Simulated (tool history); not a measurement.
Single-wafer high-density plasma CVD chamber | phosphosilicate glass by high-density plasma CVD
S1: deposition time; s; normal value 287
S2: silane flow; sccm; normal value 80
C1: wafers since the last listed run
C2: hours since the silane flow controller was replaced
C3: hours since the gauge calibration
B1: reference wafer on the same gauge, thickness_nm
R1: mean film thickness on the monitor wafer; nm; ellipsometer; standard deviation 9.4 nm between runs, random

Run 1, hour 0.0: usual settings; C1 0; C2 3186.4; C3 777.9; B1 2250.664. Result: R1 2551.713 nm.
Run 2, hour 65.1: usual settings; C1 531; C2 3251.5; C3 843.0; B1 2252.998. Result: R1 2543.493 nm.
Run 3, hour 99.7: usual settings; C1 282; C2 3286.1; C3 877.6; B1 2245.937. Result: R1 2547.107 nm.
Run 4, hour 125.9: usual settings but S1 265 s; C1 213; C2 3312.3; C3 903.8; B1 2245.728. Result: R1 2364.668 nm.
Run 5, hour 228.3: usual settings but S1 265 s; C1 835; C2 3414.7; C3 1006.2; B1 2251.757. Result: R1 2382.575 nm.
Run 6, hour 266.9: usual settings but S1 270 s; C1 314; C2 3453.3; C3 1044.8; B1 2252.561. Result: R1 2404.838 nm.
Run 7, hour 310.8: usual settings but S1 270 s; C1 358; C2 3497.2; C3 1088.7; B1 2247.019. Result: R1 2399.947 nm.
Run 8, hour 373.5: usual settings but S1 332 s; C1 511; C2 3559.9; C3 1151.4; B1 2244.571. Result: R1 2956.234 nm.
Run 9, hour 402.3: usual settings but S1 332 s; C1 234; C2 3588.7; C3 1180.2; B1 2249.675. Result: R1 2967.440 nm.
Run 10, hour 451.8: usual settings but S1 264 s; C1 403; C2 3638.2; C3 1229.7; B1 2249.625. Result: R1 2366.681 nm.
At hour 462.5: silane flow controller replaced.
Run 11, hour 497.5: usual settings; C1 307; C2 35.0; C3 1275.4; B1 2253.814. Result: R1 2418.040 nm.
At hour 524.5: gauge calibrated.
Run 12, hour 552.0: usual settings but S1 275 s, S2 75 sccm; C1 444; C2 89.5; C3 27.5; B1 2248.367. Result: R1 2185.365 nm.
Run 13, hour 610.7: usual settings but S1 275 s, S2 75 sccm; C1 478; C2 148.2; C3 86.2; B1 2249.668. Result: R1 2186.928 nm.
Run 14, hour 660.1: usual settings but S1 235 s, S2 70 sccm; C1 402; C2 197.6; C3 135.6; B1 2251.231. Result: R1 1742.320 nm.
Run 15, hour 729.7: usual settings but S1 313 s, S2 93 sccm; C1 567; C2 267.2; C3 205.2; B1 2252.789. Result: R1 3072.672 nm.
Run 16, hour 817.3: usual settings but S1 270 s; C1 714; C2 354.8; C3 292.8; B1 2248.415. Result: R1 2302.644 nm.
Run 17, hour 888.7: usual settings but S1 238 s, S2 94 sccm; C1 582; C2 426.2; C3 364.2; B1 2244.505. Result: R1 2387.354 nm.
Run 18, hour 942.9: usual settings; C1 442; C2 480.4; C3 418.4; B1 2249.754. Result: R1 2443.885 nm.
Run 19, hour 1007.0: usual settings but S1 318 s, S2 74 sccm; C1 522; C2 544.5; C3 482.5; B1 2249.096. Result: R1 2478.165 nm.
Run 20, hour 1073.9: usual settings but S2 92 sccm; C1 545; C2 611.4; C3 549.4; B1 2249.620. Result: R1 2804.620 nm.
Run 21, hour 1129.9: usual settings but S1 320 s, S2 73 sccm; C1 456; C2 667.4; C3 605.4; B1 2250.968. Result: R1 2473.966 nm.
Run 22, hour 1168.7: usual settings; C1 316; C2 706.2; C3 644.2; B1 2247.916. Result: R1 2423.365 nm.
Run 23, hour 1203.2: usual settings but S1 327 s, S2 69 sccm; C1 281; C2 740.7; C3 678.7; B1 2251.693. Result: R1 2399.562 nm.
Run 24, hour 1243.7: usual settings but S1 246 s, S2 66 sccm; C1 330; C2 781.2; C3 719.2; B1 2252.125. Result: R1 1715.286 nm.
Run 25, hour 1293.5: usual settings but S1 241 s, S2 66 sccm; C1 406; C2 831.0; C3 769.0; B1 2246.047. Result: R1 1685.073 nm.
Run 26, hour 1346.6: usual settings; C1 433; C2 884.1; C3 822.1; B1 2250.061. Result: R1 2442.738 nm.
Run 27, hour 1374.5: usual settings; C1 227; C2 912.0; C3 850.0; B1 2248.084. Result: R1 2437.932 nm.

What if the next run were any one of these 3? Each begins from the tool's condition after run 27:
Run A, hour 1375.0: usual settings but S1 321 s; C1 4; C2 912.5; C3 850.5; B1 ?. Result: R1 ?.
Run B, hour 1375.0: usual settings but S1 329 s, S2 85 sccm; C1 4; C2 912.5; C3 850.5; B1 ?. Result: R1 ?.
Run C, hour 1375.0: usual settings but S1 319 s, S2 75 sccm; C1 4; C2 912.5; C3 850.5; B1 ?. Result: R1 ?.

run        B1        R1
  A  2253.177  2738.354
  B  2253.177  2982.012
  C  2253.177  2551.211
Take away the tool's hidden state, keep each run's random variation, and the runs would have read:
run        R1
  A  2744.811
  B  2989.044
  C  2557.228

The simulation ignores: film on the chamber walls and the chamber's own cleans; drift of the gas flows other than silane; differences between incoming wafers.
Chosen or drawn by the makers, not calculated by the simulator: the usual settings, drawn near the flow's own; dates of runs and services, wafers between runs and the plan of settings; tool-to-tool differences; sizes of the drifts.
